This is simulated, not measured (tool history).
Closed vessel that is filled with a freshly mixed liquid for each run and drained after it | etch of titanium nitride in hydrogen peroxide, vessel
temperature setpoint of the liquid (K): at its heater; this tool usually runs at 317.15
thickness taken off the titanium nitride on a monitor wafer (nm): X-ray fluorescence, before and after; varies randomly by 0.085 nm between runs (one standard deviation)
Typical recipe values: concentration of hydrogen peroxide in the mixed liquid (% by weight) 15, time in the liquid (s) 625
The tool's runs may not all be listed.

run   hour  temperature setpoint of the liquid (K)  concentration of hydrogen peroxide in the mixed liquid (% by weight)  time in the liquid (s)  wafers since the last listed run  hours since the thermometer was replaced  hours since the peroxide flow meter was replaced  hours since the drum of peroxide was connected  hours since the gauge calibration  read-back film thickness of the titanium nitride reference wafer, read on the same gauge (nm)  thickness taken off the titanium nitride on a monitor wafer (nm)
  1      0                                  317.15                                                                    15                     625                                 0                                    3023.2                                            1852.1                                           443.8                              227.7                                                                                         139.99                                                             10.14
  2   14.2                                  317.15                                                                    15                     625                              1072                                    3037.4                                            1866.3                                             458                              241.9                                                                                         140.02                                                              9.99
  3   23.3                                  317.15                                                                    15                     625                               687                                    3046.5                                            1875.4                                           467.1                                251                                                                                         140.02                                                             10.07
  4   39.5                                  317.15                                                                    15                     625                              1223                                    3062.7                                            1891.6                                           483.3                              267.2                                                                                            140                                                             10.22
  5   55.7                                  321.15                                                                    15                     625                              1223                                    3078.9                                            1907.8                                           499.5                              283.4                                                                                         139.96                                                              13.8
      60.4  -- thermometer replaced
      63.8  -- new drum of peroxide connected
  6   72.4                                  317.15                                                                    15                     445                              1110                                        12                                            1924.5                                             8.6                              300.1                                                                                         140.03                                                              7.23
  7   80.9                                  317.15                                                                    15                     445                               642                                      20.5                                              1933                                            17.1                              308.6                                                                                            140                                                              7.17
  8   90.6                                  317.15                                                                    15                     445                               732                                      30.2                                            1942.7                                            26.8                              318.3                                                                                         139.98                                                              7.18
     113.9  -- gauge calibrated
  9  138.5                                  317.15                                                                    15                     885                              3618                                      78.1                                            1990.6                                            74.7                               24.6                                                                                         139.96                                                             14.36
 10  155.5                                  313.15                                                                  12.5                     315                              1284                                      95.1                                            2007.6                                            91.7                               41.6                                                                                         140.05                                                              3.65
 11  163.1                                  312.15                                                                    15                     625                               574                                     102.7                                            2015.2                                            99.3                               49.2                                                                                            140                                                              6.96
 12  178.3                                  317.15                                                                    15                     625                              1148                                     117.9                                            2030.4                                           114.5                               64.4                                                                                         140.06                                                                10
     184.2  -- peroxide flow meter replaced
 13  185.2                                  313.65                                                                    15                     980                               445                                     124.8                                                 1                                           121.4                               71.3                                                                                         140.07                                                             12.26
 14  202.4                                  317.15                                                                    15                     625                              1299                                       142                                              18.2                                           138.6                               88.5                                                                                         139.96                                                             10.16
 15  219.5                                  327.15                                                                    14                     435                              1291                                     159.1                                              35.3                                           155.7                              105.6                                                                                         140.04                                                             14.27
 16    227                                  317.15                                                                    15                     415                               566                                     166.6                                              42.8                                           163.2                              113.1                                                                                         140.03                                                              6.79
 17  244.3                                  317.15                                                                    15                     625                              1306                                     183.9                                              60.1                                           180.5                              130.4                                                                                         140.03                                                             10.05
 18  260.7                                  317.15                                                                    15                     625                              1238                                     200.3                                              76.5                                           196.9                              146.8                                                                                         139.99                                                             10.15
 19    270                                  323.15                                                                    15                     750                               702                                     209.6                                              85.8                                           206.2                              156.1                                                                                         140.04                                                             18.74
 20  279.3                                  326.15                                                                    12                    1000                               702                                     218.9                                              95.1                                           215.5                              165.4                                                                                         139.95                                                             30.03
 21  294.3                                  309.15                                                                    15                     900                              1133                                     233.9                                             110.1                                           230.5                              180.4                                                                                         140.01                                                              7.88
 22  305.5                                  317.15                                                                    15                     625                               845                                     245.1                                             121.3                                           241.7                              191.6                                                                                         139.94                                                              10.1
 23  314.7                                  317.15                                                                    15                     835                               694                                     254.3                                             130.5                                           250.9                              200.8                                                                                         139.98                                                             13.45
 24  327.2                                  317.15                                                                    13                     625                               944                                     266.8                                               143                                           263.4                              213.3                                                                                         140.04                                                              9.81
 25  335.2                                  311.15                                                                    16                     390                               604                                     274.8                                               151                                           271.4                              221.3                                                                                         139.99                                                              4.02
 26  351.5                                  317.15                                                                    15                     625                              1231                                     291.1                                             167.3                                           287.7                              237.6                                                                                         139.98                                                             10.13
 27  362.1                                  317.15                                                                    15                     625                               800                                     301.7                                             177.9                                           298.3                              248.2                                                                                         140.03                                                             10.18
 28  375.1                                  317.15                                                                    15                     625                               981                                     314.7                                             190.9                                           311.3                              261.2                                                                                         139.96                                                              9.97
 29    427                                  322.65                                                                    15                     900                              3920                                     366.6                                             242.8                                           363.2                              313.1                                                                                         140.02                                                             21.86
 30  442.2                                  312.65                                                                    19                     520                              1148                                     381.8                                               258                                           378.4                              328.3                                                                                         139.95                                                              6.25

How the hidden state differs across the entries between the runs, from the last listed run before each to the first after it:
From run 5 to run 6: thermometer replaced (hour 60.4); new drum of peroxide connected (hour 63.8)
  no hidden state differs between the two runs
From run 8 to run 9: gauge calibrated (hour 113.9)
  no hidden state differs between the two runs
From run 12 to run 13: peroxide flow meter replaced (hour 184.2)
  no hidden state differs between the two runs
